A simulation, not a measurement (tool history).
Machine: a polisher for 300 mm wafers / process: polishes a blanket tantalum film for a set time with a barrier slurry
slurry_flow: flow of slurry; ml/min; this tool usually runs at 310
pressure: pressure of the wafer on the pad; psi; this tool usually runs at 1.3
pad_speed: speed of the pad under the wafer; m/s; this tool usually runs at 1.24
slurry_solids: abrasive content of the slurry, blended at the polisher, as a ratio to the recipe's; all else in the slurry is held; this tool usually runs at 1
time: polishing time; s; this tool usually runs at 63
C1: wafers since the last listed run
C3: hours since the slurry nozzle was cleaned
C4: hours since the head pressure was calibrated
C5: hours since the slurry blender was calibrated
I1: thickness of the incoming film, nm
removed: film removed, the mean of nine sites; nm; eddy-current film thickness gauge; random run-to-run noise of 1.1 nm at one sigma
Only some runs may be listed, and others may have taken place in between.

Run 1, hour 0: usual settings; C1 0; wafers polished on this pad 1506; C3 320.4; C4 157.6; C5 217.2; I1 246.8. Result: removed 102.7 nm.
Run 2, hour 70.4: usual settings; C1 715; wafers polished on this pad 2221; C3 390.8; C4 228; C5 287.6; I1 248.5. Result: removed 103.1 nm.
At hour 89.8: worn pad replaced by a new one.
At hour 98.6: slurry blender recalibrated.
Run 3, hour 102.4: usual settings; C1 264; wafers polished on this pad 107; C3 422.8; C4 260; C5 3.8; I1 252.1. Result: removed 100.3 nm.
Run 4, hour 132.3: usual settings but slurry_flow 355 ml/min, time 69 s; C1 303; wafers polished on this pad 411; C3 452.7; C4 289.9; C5 33.7; I1 250.1. Result: removed 111 nm.
Run 5, hour 180: usual settings; C1 484; wafers polished on this pad 895; C3 500.4; C4 337.6; C5 81.4; I1 249.2. Result: removed 101.6 nm.
Run 6, hour 245: usual settings; C1 660; wafers polished on this pad 1556; C3 565.4; C4 402.6; C5 146.4; I1 248.7. Result: removed 99.4 nm.
Run 7, hour 288: usual settings; C1 436; wafers polished on this pad 1992; C3 608.4; C4 445.6; C5 189.4; I1 251.9. Result: removed 98.8 nm.
At hour 304.9: worn pad replaced by a new one.
Run 8, hour 352.6: usual settings; C1 615; wafers polished on this pad 484; C3 673; C4 510.2; C5 254; I1 248. Result: removed 99.8 nm.
Run 9, hour 386.7: usual settings; C1 346; wafers polished on this pad 831; C3 707.1; C4 544.3; C5 288.1; I1 251.1. Result: removed 100 nm.
At hour 397.8: slurry nozzle cleaned.
Run 10, hour 437.8: usual settings; C1 508; wafers polished on this pad 1339; C3 40; C4 595.4; C5 339.2; I1 244.9. Result: removed 103 nm.
Run 11, hour 493.4: usual settings but time 50 s; C1 564; wafers polished on this pad 1904; C3 95.6; C4 651; C5 394.8; I1 254.3. Result: removed 81.8 nm.
At hour 508.2: slurry blender recalibrated.
At hour 545.4: worn pad replaced by a new one.
Run 12, hour 550.1: usual settings but time 50 s; C1 515; wafers polished on this pad 48; C3 152.3; C4 707.7; C5 41.9; I1 249.7. Result: removed 79.8 nm.
Run 13, hour 599.4: usual settings but slurry_flow 370 ml/min, slurry_solids 0.85, time 80 s; C1 500; wafers polished on this pad 549; C3 201.6; C4 757; C5 91.2; I1 248.3. Result: removed 125.2 nm.
Run 14, hour 663: usual settings but slurry_flow 220 ml/min, pressure 1.8 psi, pad_speed 0.84 m/s, time 69 s; C1 646; wafers polished on this pad 1195; C3 265.2; C4 820.6; C5 154.8; I1 246.9. Result: removed 117 nm.
Run 15, hour 711.8: usual settings; C1 495; wafers polished on this pad 1690; C3 314; C4 869.4; C5 203.6; I1 251.7. Result: removed 99.3 nm.
Run 16, hour 745.3: usual settings but slurry_flow 350 ml/min, pad_speed 0.8 m/s; C1 340; wafers polished on this pad 2031; C3 347.5; C4 902.9; C5 237.1; I1 251.6. Result: removed 78 nm.
At hour 784.6: head pressure recalibrated.
Run 17, hour 795.7: usual settings but slurry_flow 230 ml/min; C1 491; wafers polished on this pad 2522; C3 397.9; C4 11.1; C5 287.5; I1 247.6. Result: removed 96.8 nm.
At hour 802.2: worn pad replaced by a new one.
At hour 848.1: slurry blender recalibrated.
Run 18, hour 851.1: usual settings but slurry_flow 400 ml/min, pressure 1.7 psi, pad_speed 0.92 m/s; C1 501; wafers polished on this pad 476; C3 453.3; C4 66.5; C5 3; I1 249.6. Result: removed 112.7 nm.
Run 19, hour 914.5: usual settings but pad_speed 1.5 m/s, slurry_solids 0.9, time 51 s; C1 644; wafers polished on this pad 1120; C3 516.7; C4 129.9; C5 66.4; I1 253.6. Result: removed 89 nm.
Run 20, hour 980.9: usual settings; C1 674; wafers polished on this pad 1795; C3 583.1; C4 196.3; C5 132.8; I1 253.4. Result: removed 97.5 nm.
Run 21, hour 1042.3: usual settings; C1 623; wafers polished on this pad 2419; C3 644.5; C4 257.7; C5 194.2; I1 248.2. Result: removed 99.3 nm.
At hour 1064.7: worn pad replaced by a new one.
Run 22, hour 1081.2: usual settings but slurry_flow 280 ml/min, pressure 1.6 psi, pad_speed 0.9 m/s, slurry_solids 0.75; C1 354; wafers polished on this pad 167; C3 683.4; C4 296.6; C5 233.1; I1 249.5. Result: removed 92 nm.
At hour 1139.3: slurry nozzle cleaned.
Run 23, hour 1140.3: usual settings; C1 590; wafers polished on this pad 757; C3 1; C4 355.7; C5 292.2; I1 252.3. Result: removed 104.1 nm.
Run 24, hour 1165.8: usual settings but slurry_flow 415 ml/min, pressure 1 psi; C1 259; wafers polished on this pad 1016; C3 26.5; C4 381.2; C5 317.7; I1 250.7. Result: removed 81.7 nm.
At hour 1187.4: slurry blender recalibrated.
Run 25, hour 1208: usual settings but pad_speed 1.42 m/s, slurry_solids 1.1; C1 408; wafers polished on this pad 1424; C3 68.7; C4 423.4; C5 20.6; I1 247.8. Result: removed 115.2 nm.

Entry by entry between the runs, the difference in hidden state between the last listed run before and the first listed run after:
Between runs 2 and 3: worn pad replaced by a new one (hour 89.8); slurry blender recalibrated (hour 98.6)
  slurry flow missing at the pad, %: 33.6 -> 34.8
  measured result minus the result with no hidden state, removed: -3.3 -> -3.3 nm
Between runs 7 and 8: worn pad replaced by a new one (hour 304.9)
  slurry flow missing at the pad, %: 39.2 -> 40.2
  measured result minus the result with no hidden state, removed: -3.9 -> -4 nm
Between runs 9 and 10: slurry nozzle cleaned (hour 397.8)
  slurry flow missing at the pad, %: 40.6 -> 13
  measured result minus the result with no hidden state, removed: -4.1 -> -1 nm
Between runs 11 and 12: slurry blender recalibrated (hour 508.2); worn pad replaced by a new one (hour 545.4)
  slurry flow missing at the pad, %: 19.7 -> 25.2
  measured result minus the result with no hidden state, removed: -1.3 -> -1.8 nm
Between runs 16 and 17: head pressure recalibrated (hour 784.6)
  slurry flow missing at the pad, %: 37.5 -> 39.5
  measured result minus the result with no hidden state, removed: -2.6 -> -4.8 nm
Between runs 17 and 18: worn pad replaced by a new one (hour 802.2); slurry blender recalibrated (hour 848.1)
  slurry flow missing at the pad, %: 39.5 -> 41.3
  measured result minus the result with no hidden state, removed: -4.8 -> -3.9 nm
Between runs 21 and 22: worn pad replaced by a new one (hour 1064.7)
  slurry flow missing at the pad, %: 45.4 -> 45.9
  measured result minus the result with no hidden state, removed: -4.9 -> -5 nm
Between runs 22 and 23: slurry nozzle cleaned (hour 1139.3)
  slurry flow missing at the pad, %: 45.9 -> 1.68
  measured result minus the result with no hidden state, removed: -5 -> -0.1 nm
Between runs 24 and 25: slurry blender recalibrated (hour 1187.4)
  slurry flow missing at the pad, %: 5.39 -> 10.8
  measured result minus the result with no hidden state, removed: -0.3 -> -0.9 nm
